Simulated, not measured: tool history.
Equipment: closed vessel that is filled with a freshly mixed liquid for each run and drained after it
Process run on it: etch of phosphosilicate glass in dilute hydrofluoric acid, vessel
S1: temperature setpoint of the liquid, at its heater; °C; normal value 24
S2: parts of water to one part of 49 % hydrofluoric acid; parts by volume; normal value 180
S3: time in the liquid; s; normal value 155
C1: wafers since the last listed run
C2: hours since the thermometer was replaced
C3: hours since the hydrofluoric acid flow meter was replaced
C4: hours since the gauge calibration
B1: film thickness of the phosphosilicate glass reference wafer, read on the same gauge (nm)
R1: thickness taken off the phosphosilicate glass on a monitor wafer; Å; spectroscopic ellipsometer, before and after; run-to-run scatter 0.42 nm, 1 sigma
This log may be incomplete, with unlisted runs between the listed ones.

run    hour    S1   S2   S3     C1      C2     C3      C4      B1      R1
  1       0  22.5  180   85      0  2243.8  396.6    1514  120.02   254.2
        2.2  -- thermometer replaced
  2    90.2  22.5  180   85  12138      88  486.8  1604.2  119.97   254.6
  3   161.2    24  180  155   9662     159  557.8  1675.2  119.99   493.6
  4   234.4    24  180  155   9961   232.2    631  1748.4  120.01   500.9
      245.8  -- hydrofluoric acid flow meter replaced
  5     339    24  180  155  14098   336.8   93.2    1853  120.02   473.9
  6   422.2    24  180  155  11322     420  176.4  1936.2  119.99   482.3
  7   519.1    24  180  155  13186   516.9  273.3  2033.1  119.99   477.9
  8   587.4    24  180  155   9294   585.2  341.6  2101.4  120.02   488.7
      664.9  -- gauge calibrated
  9   690.9    24  180  155  14084   688.7  445.1      26  120.04   487.5
 10   768.9    24  180  155  10614   766.7  523.1     104  119.99   493.7
 11   858.2    27  180  155  12152     856  612.4   193.3  120.04   556.1
      866.3  -- hydrofluoric acid flow meter replaced
 12   936.1    24  180  155  10465   933.9   69.8   271.2  120.03   477.1
 13   974.4    24  100   90   5212   972.2  108.1   309.5  119.99   554.6
 14  1054.4    24  180  155  10886  1052.2  188.1   389.5  120.01   485.9
 15  1151.1    28  240  190  13159  1148.9  284.8   486.2  119.97   481.3
 16  1252.8    22  180  155  13840  1250.6  386.5   587.9  120.03     453
 17  1316.5  28.5  140   90   8668  1314.3  450.2   651.6     120   451.2
 18  1374.2    24  210  220   7852    1372  507.9   709.3     120   571.5
 19  1473.7    20  180  120  13540  1471.5  607.4   808.8  119.98   333.2
     1511.9  -- hydrofluoric acid flow meter replaced
 20    1569    19  180  195  12832  1566.8   57.1   904.1  120.01   490.2
 21  1674.8  27.5  110  185  14397  1672.6  162.9  1009.9  120.03  1152.5
 22  1722.1    24  240  155   6436  1719.9  210.2  1057.2  119.99   335.4
     1732.2  -- thermometer replaced
 23  1807.7    24  180  155  11512    75.5  295.8  1142.8  119.99   484.2
 24  1902.4    21  150   80  12887   170.2  390.5  1237.5  120.03   280.7
 25    2001  27.5  100  195  13418   268.8  489.1  1336.1  119.99  1380.3
 26  2058.7    24  180   70   7852   326.5  546.8  1393.8  120.02   222.1
 27  2116.9  22.5  180  155   7920   384.7    605    1452  119.99   471.7
 28  2220.1    24  180  155  14044   487.9  708.2  1555.2     120   504.8
 29  2307.5    26  265   65  11893   575.3  795.6  1642.6  120.03   141.2
       2309  -- hydrofluoric acid flow meter replaced
 30  2356.1  19.5  130  155   6477   623.9   47.1  1691.2  120.02   586.5
 31  2456.8    24  180  155  13703   724.6  147.8  1791.9  119.97   483.3

Give the tool's hidden conditions for every run:
liquid colder than its thermometer reads (K): 0 in every run
gauge reads high (%): 0 in every run
H1: hydrofluoric acid flow above the setpoint (%)
run     H1
  1    3.3
  2    3.9
  3   4.37
  4   4.86
  5  0.745
  6    1.3
  7   1.94
  8    2.4
  9   3.08
 10    3.6
 11    4.2
 12   1.01
 13   1.26
 14   1.79
 15   2.44
 16   3.11
 17   3.54
 18   3.92
 19   4.58
 20  0.412
 21   1.12
 22   1.43
 23      2
 24   2.63
 25   3.28
 26   3.67
 27   4.05
 28   4.74
 29   5.32
 30  0.768
 31   1.44
